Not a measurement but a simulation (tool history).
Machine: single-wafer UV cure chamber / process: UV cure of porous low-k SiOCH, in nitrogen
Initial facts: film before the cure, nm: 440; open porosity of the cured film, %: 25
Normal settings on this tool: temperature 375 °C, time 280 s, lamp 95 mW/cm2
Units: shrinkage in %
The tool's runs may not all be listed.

| run | day | temperature | time | lamp | shrinkage |
|---|---|---|---|---|---|
| 1 | 0.000 | 375 | 280 | 81 | 11.901 |
|  | 3.979 | quartz window cleaned |
| 2 | 4.000 | 375 | 280 | 81 | 12.168 |
| 3 | 6.204 | 375 | 360 | 118 | 14.954 |
| 4 | 8.938 | 375 | 360 | 118 | 15.343 |
| 5 | 11.796 | 375 | 360 | 118 | 15.074 |
| 6 | 16.233 | 375 | 280 | 121 | 14.061 |
| 7 | 18.258 | 375 | 280 | 121 | 14.164 |
| 8 | 22.742 | 375 | 280 | 95 | 12.742 |
|  | 23.538 | quartz window cleaned |
|  | 24.521 | UV bulbs replaced |
| 9 | 25.588 | 375 | 280 | 95 | 12.868 |
| 10 | 28.858 | 389 | 175 | 59 | 8.522 |
| 11 | 31.425 | 391 | 130 | 121 | 10.689 |
| 12 | 34.504 | 360 | 280 | 81 | 11.568 |
| 13 | 38.992 | 375 | 380 | 95 | 13.908 |
|  | 42.750 | quartz window cleaned |
| 14 | 44.612 | 367 | 280 | 124 | 14.130 |
| 15 | 46.208 | 381 | 445 | 133 | 17.051 |
| 16 | 50.283 | 388 | 385 | 95 | 15.100 |
| 17 | 52.408 | 375 | 280 | 95 | 12.975 |
| 18 | 55.879 | 367 | 280 | 95 | 12.512 |

What the log doesn't show, run by run:
lamp output below its setpoint, %: 0 in every run
transmission lost against a clean window, %: 0 in every run

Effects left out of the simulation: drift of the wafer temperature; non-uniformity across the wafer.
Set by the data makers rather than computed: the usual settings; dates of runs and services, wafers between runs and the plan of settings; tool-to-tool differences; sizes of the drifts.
